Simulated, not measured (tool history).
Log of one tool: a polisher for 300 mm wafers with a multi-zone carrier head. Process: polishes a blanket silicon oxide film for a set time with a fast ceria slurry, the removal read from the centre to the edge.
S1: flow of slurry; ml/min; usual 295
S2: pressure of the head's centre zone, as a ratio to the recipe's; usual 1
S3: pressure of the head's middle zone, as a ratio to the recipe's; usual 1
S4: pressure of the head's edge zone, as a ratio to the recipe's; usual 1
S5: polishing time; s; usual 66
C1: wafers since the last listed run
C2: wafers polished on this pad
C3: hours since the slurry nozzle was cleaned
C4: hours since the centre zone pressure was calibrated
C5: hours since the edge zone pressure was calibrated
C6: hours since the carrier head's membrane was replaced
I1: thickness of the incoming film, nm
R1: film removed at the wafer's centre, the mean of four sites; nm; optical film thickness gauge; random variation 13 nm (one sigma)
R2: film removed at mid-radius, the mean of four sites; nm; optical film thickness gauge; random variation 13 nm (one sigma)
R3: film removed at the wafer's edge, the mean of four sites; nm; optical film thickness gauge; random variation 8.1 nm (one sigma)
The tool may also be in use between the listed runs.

{"run": 1, "hour": 0.0, "S1": 295, "S2": 1, "S3": 1, "S4": 1, "S5": 66, "C1": 0, "C2": 2234, "C3": 351.5, "C4": 55.9, "C5": 472.1, "C6": 592, "I1": 2412.7, "R1": 921.5, "R2": 941.2, "R3": 955}
{"run": 2, "hour": 45.4, "S1": 365, "S2": 0.91, "S3": 1, "S4": 1.06, "S5": 66, "C1": 487, "C2": 2721, "C3": 396.9, "C4": 101.3, "C5": 517.5, "C6": 637.4, "I1": 2440.6, "R1": 852.4, "R2": 962.4, "R3": 990.1}
{"run": 3, "hour": 149.5, "S1": 295, "S2": 1, "S3": 1, "S4": 1.08, "S5": 79, "C1": 1117, "C2": 3839, "C3": 501, "C4": 205.4, "C5": 621.6, "C6": 741.5, "I1": 2445.5, "R1": 1065.1, "R2": 1107.7, "R3": 1154.2}
{"run": 4, "hour": 190.3, "S1": 295, "S2": 1, "S3": 1, "S4": 1, "S5": 66, "C1": 438, "C2": 4277, "C3": 541.8, "C4": 246.2, "C5": 662.4, "C6": 782.3, "I1": 2458.1, "R1": 885.3, "R2": 938.1, "R3": 934.1}
{"run": 5, "hour": 250.2, "S1": 295, "S2": 1, "S3": 0.91, "S4": 1, "S5": 66, "C1": 643, "C2": 4921, "C3": 601.7, "C4": 306.1, "C5": 722.3, "C6": 842.2, "I1": 2440.5, "R1": 890.1, "R2": 858.3, "R3": 911.4}
{"run": 6, "hour": 309.9, "S1": 295, "S2": 1, "S3": 1, "S4": 1, "S5": 66, "C1": 641, "C2": 5562, "C3": 661.4, "C4": 365.8, "C5": 782, "C6": 901.9, "I1": 2476, "R1": 883.2, "R2": 899.8, "R3": 910.9}
{"run": 7, "hour": 363.2, "S1": 210, "S2": 1.05, "S3": 1, "S4": 1, "S5": 66, "C1": 572, "C2": 6134, "C3": 714.7, "C4": 419.1, "C5": 835.3, "C6": 955.2, "I1": 2407.6, "R1": 863.8, "R2": 867.3, "R3": 881.7}
{"hour": 435.6, "done": "slurry nozzle cleaned"}
{"run": 8, "hour": 451.7, "S1": 295, "S2": 1, "S3": 1.08, "S4": 1, "S5": 66, "C1": 939, "C2": 7074, "C3": 16.1, "C4": 507.6, "C5": 923.8, "C6": 1043.7, "I1": 2415.2, "R1": 907.1, "R2": 1013.5, "R3": 924}
{"hour": 504.2, "done": "worn pad replaced by a new one"}
{"run": 9, "hour": 523.6, "S1": 295, "S2": 1, "S3": 1, "S4": 1, "S5": 88, "C1": 729, "C2": 207, "C3": 88, "C4": 579.5, "C5": 995.7, "C6": 1115.6, "I1": 2417.1, "R1": 1294.3, "R2": 1378.9, "R3": 1332.6}
{"run": 10, "hour": 625.9, "S1": 295, "S2": 1.06, "S3": 1.09, "S4": 1, "S5": 66, "C1": 1098, "C2": 1306, "C3": 190.3, "C4": 681.8, "C5": 1098, "C6": 1217.9, "I1": 2397.2, "R1": 1027.8, "R2": 1083.3, "R3": 987.2}
{"hour": 660.5, "done": "edge zone pressure recalibrated"}
{"hour": 679.9, "done": "centre zone pressure recalibrated"}
{"run": 11, "hour": 684.4, "S1": 295, "S2": 1, "S3": 1, "S4": 1, "S5": 66, "C1": 585, "C2": 1891, "C3": 248.8, "C4": 4.5, "C5": 23.9, "C6": 1276.4, "I1": 2480.6, "R1": 936.3, "R2": 971, "R3": 990.8}
{"hour": 722.5, "done": "carrier head's membrane replaced by a new one"}
{"run": 12, "hour": 755.6, "S1": 295, "S2": 1, "S3": 1, "S4": 1, "S5": 47, "C1": 710, "C2": 2602, "C3": 320, "C4": 75.7, "C5": 95.1, "C6": 33.1, "I1": 2465.4, "R1": 681.1, "R2": 705.4, "R3": 686.4}
{"run": 13, "hour": 856.3, "S1": 210, "S2": 1, "S3": 1.06, "S4": 1, "S5": 51, "C1": 1081, "C2": 3684, "C3": 420.7, "C4": 176.4, "C5": 195.8, "C6": 133.8, "I1": 2411.7, "R1": 710, "R2": 765.8, "R3": 722.6}
{"run": 14, "hour": 933.7, "S1": 295, "S2": 0.89, "S3": 1, "S4": 1.07, "S5": 66, "C1": 831, "C2": 4515, "C3": 498.1, "C4": 253.8, "C5": 273.2, "C6": 211.2, "I1": 2398.7, "R1": 814.8, "R2": 924.9, "R3": 976.2}
{"run": 15, "hour": 1033.5, "S1": 380, "S2": 1, "S3": 1, "S4": 1, "S5": 79, "C1": 1071, "C2": 5587, "C3": 597.9, "C4": 353.6, "C5": 373, "C6": 311, "I1": 2479.8, "R1": 1111.8, "R2": 1156.1, "R3": 1134.3}
{"hour": 1110.0, "done": "slurry nozzle cleaned"}
{"run": 16, "hour": 1128.0, "S1": 295, "S2": 1, "S3": 1, "S4": 1, "S5": 46, "C1": 1004, "C2": 6591, "C3": 18, "C4": 448.1, "C5": 467.5, "C6": 405.5, "I1": 2449.9, "R1": 633.4, "R2": 656.6, "R3": 652.8}
{"run": 17, "hour": 1169.0, "S1": 295, "S2": 1, "S3": 1, "S4": 1, "S5": 66, "C1": 440, "C2": 7031, "C3": 59, "C4": 489.1, "C5": 508.5, "C6": 446.5, "I1": 2478.5, "R1": 899.8, "R2": 931.2, "R3": 929}
{"hour": 1193.7, "done": "worn pad replaced by a new one"}
{"run": 18, "hour": 1239.6, "S1": 365, "S2": 1, "S3": 1, "S4": 1, "S5": 66, "C1": 715, "C2": 493, "C3": 129.6, "C4": 559.7, "C5": 579.1, "C6": 517.1, "I1": 2486.8, "R1": 1017.8, "R2": 1018, "R3": 1004.3}
{"run": 19, "hour": 1341.7, "S1": 295, "S2": 1.04, "S3": 1.11, "S4": 1.06, "S5": 66, "C1": 1096, "C2": 1589, "C3": 231.7, "C4": 661.8, "C5": 681.2, "C6": 619.2, "I1": 2452.9, "R1": 994.7, "R2": 1100.8, "R3": 1017.6}
{"run": 20, "hour": 1409.9, "S1": 195, "S2": 0.91, "S3": 1, "S4": 1, "S5": 77, "C1": 732, "C2": 2322, "C3": 299.9, "C4": 730, "C5": 749.4, "C6": 687.4, "I1": 2451, "R1": 947.1, "R2": 1125.2, "R3": 1110.6}
{"hour": 1413.3, "done": "centre zone pressure recalibrated"}
{"run": 21, "hour": 1511.2, "S1": 245, "S2": 1, "S3": 1, "S4": 0.93, "S5": 66, "C1": 1066, "C2": 3388, "C3": 401.2, "C4": 97.9, "C5": 850.7, "C6": 788.7, "I1": 2406.6, "R1": 920.6, "R2": 963.6, "R3": 921.8}
{"run": 22, "hour": 1588.2, "S1": 295, "S2": 1, "S3": 0.94, "S4": 1, "S5": 66, "C1": 826, "C2": 4215, "C3": 478.2, "C4": 174.9, "C5": 927.7, "C6": 865.7, "I1": 2441.9, "R1": 924.9, "R2": 899, "R3": 949.9}
{"hour": 1691.8, "done": "edge zone pressure recalibrated"}
{"run": 23, "hour": 1694.1, "S1": 205, "S2": 1, "S3": 1, "S4": 1, "S5": 66, "C1": 1115, "C2": 5331, "C3": 584.1, "C4": 280.8, "C5": 2.3, "C6": 971.6, "I1": 2422.5, "R1": 869.3, "R2": 900.1, "R3": 904.1}

Forecast each of these 3 alternatives for the next run:
{"run": "A", "hour": 1694.5, "S1": 295, "S2": 1.04, "S3": 1, "S4": 1, "S5": 66, "C1": 4, "C2": 5335, "C3": 584.5, "C4": 281.2, "C5": 2.7, "C6": 972, "I1": 2471.8, "R1": "?", "R2": "?", "R3": "?"}
{"run": "B", "hour": 1694.5, "S1": 395, "S2": 1, "S3": 1, "S4": 1, "S5": 66, "C1": 4, "C2": 5335, "C3": 584.5, "C4": 281.2, "C5": 2.7, "C6": 972, "I1": 2471.8, "R1": "?", "R2": "?", "R3": "?"}
{"run": "C", "hour": 1694.5, "S1": 295, "S2": 1, "S3": 0.97, "S4": 1, "S5": 66, "C1": 4, "C2": 5335, "C3": 584.5, "C4": 281.2, "C5": 2.7, "C6": 972, "I1": 2471.8, "R1": "?", "R2": "?", "R3": "?"}

run=A R1=951.6 R2=931 R3=934
run=B R1=939.8 R2=954.1 R3=951.3
run=C R1=914.5 R2=907.6 R3=934.4
Without the tool's hidden state the same runs would have given:
run=A R1=1036.7 R2=1010.9 R3=1007
run=B R1=1017.5 R2=1030.3 R3=1021.7
run=C R1=996.3 R2=985.5 R3=1007.4

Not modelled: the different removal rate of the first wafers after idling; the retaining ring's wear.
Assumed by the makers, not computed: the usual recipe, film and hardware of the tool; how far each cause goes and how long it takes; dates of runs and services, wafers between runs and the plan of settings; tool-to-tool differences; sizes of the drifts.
